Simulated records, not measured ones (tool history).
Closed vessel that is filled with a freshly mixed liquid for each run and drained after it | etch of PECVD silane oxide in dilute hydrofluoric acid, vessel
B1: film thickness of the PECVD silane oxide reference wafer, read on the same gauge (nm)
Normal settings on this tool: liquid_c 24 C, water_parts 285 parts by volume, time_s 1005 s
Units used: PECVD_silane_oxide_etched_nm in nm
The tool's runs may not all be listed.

Run 1, hour 0: usual settings; B1 139.99. Result: PECVD_silane_oxide_etched_nm 44.45 nm.
Run 2, hour 47: usual settings; B1 139.99. Result: PECVD_silane_oxide_etched_nm 44.71 nm.
Run 3, hour 136.5: usual settings but liquid_c 26.5 C; B1 139.98. Result: PECVD_silane_oxide_etched_nm 48.92 nm.
Run 4, hour 197.4: usual settings but water_parts 335 parts by volume; B1 139.99. Result: PECVD_silane_oxide_etched_nm 36.01 nm.
Run 5, hour 233.9: usual settings but water_parts 250 parts by volume, time_s 1385 s; B1 140.05. Result: PECVD_silane_oxide_etched_nm 73.08 nm.
Run 6, hour 271.4: usual settings but liquid_c 22.5 C; B1 140.01. Result: PECVD_silane_oxide_etched_nm 42.81 nm.
Run 7, hour 308.2: usual settings but liquid_c 22.5 C; B1 140.02. Result: PECVD_silane_oxide_etched_nm 42.45 nm.
At hour 346.3: thermometer replaced.
Run 8, hour 414: usual settings but liquid_c 20.5 C, water_parts 250 parts by volume, time_s 1465 s; B1 140.01. Result: PECVD_silane_oxide_etched_nm 71.99 nm.
Run 9, hour 475.7: usual settings but water_parts 205 parts by volume; B1 140.06. Result: PECVD_silane_oxide_etched_nm 71.56 nm.
At hour 516.7: hydrofluoric acid flow meter replaced.
Run 10, hour 535.3: usual settings but liquid_c 26.5 C, time_s 855 s; B1 139.99. Result: PECVD_silane_oxide_etched_nm 43.91 nm.
At hour 581.8: thermometer replaced, repeated, since the last time left the tool worse.
Run 11, hour 784.8: usual settings but liquid_c 19.5 C; B1 140.03. Result: PECVD_silane_oxide_etched_nm 36.52 nm.
At hour 811.8: gauge calibrated.
Run 12, hour 876.5: usual settings but liquid_c 22.5 C; B1 140. Result: PECVD_silane_oxide_etched_nm 40.35 nm.
Run 13, hour 977: usual settings; B1 139.99. Result: PECVD_silane_oxide_etched_nm 43.02 nm.
Run 14, hour 1041: usual settings but liquid_c 25.5 C; B1 139.94. Result: PECVD_silane_oxide_etched_nm 45.19 nm.

5 ways to go on from here, each from the tool as it stands after run 14. What would each give?
Run A, hour 1041.9: usual settings but water_parts 330 parts by volume; B1 ?. Result: PECVD_silane_oxide_etched_nm ?.
Run B, hour 1041.9: usual settings but liquid_c 21 C; B1 ?. Result: PECVD_silane_oxide_etched_nm ?.
Run C, hour 1041.9: usual settings but time_s 1180 s; B1 ?. Result: PECVD_silane_oxide_etched_nm ?.
Run D, hour 1041.9: usual settings but liquid_c 21.5 C, water_parts 245 parts by volume; B1 ?. Result: PECVD_silane_oxide_etched_nm ?.
Run E, hour 1041.9: usual settings but water_parts 335 parts by volume, time_s 1490 s; B1 ?. Result: PECVD_silane_oxide_etched_nm ?.

run   B1  PECVD_silane_oxide_etched_nm
  A  140                         35.54
  B  140                         38.65
  C  140                         50.49
  D  140                         47.57
  E  140                         51.66
Had the tool no hidden state, the same runs would have come out as:
run  PECVD_silane_oxide_etched_nm
  A                         35.15
  B                         38.19
  C                         49.91
  D                         46.99
  E                         51.09
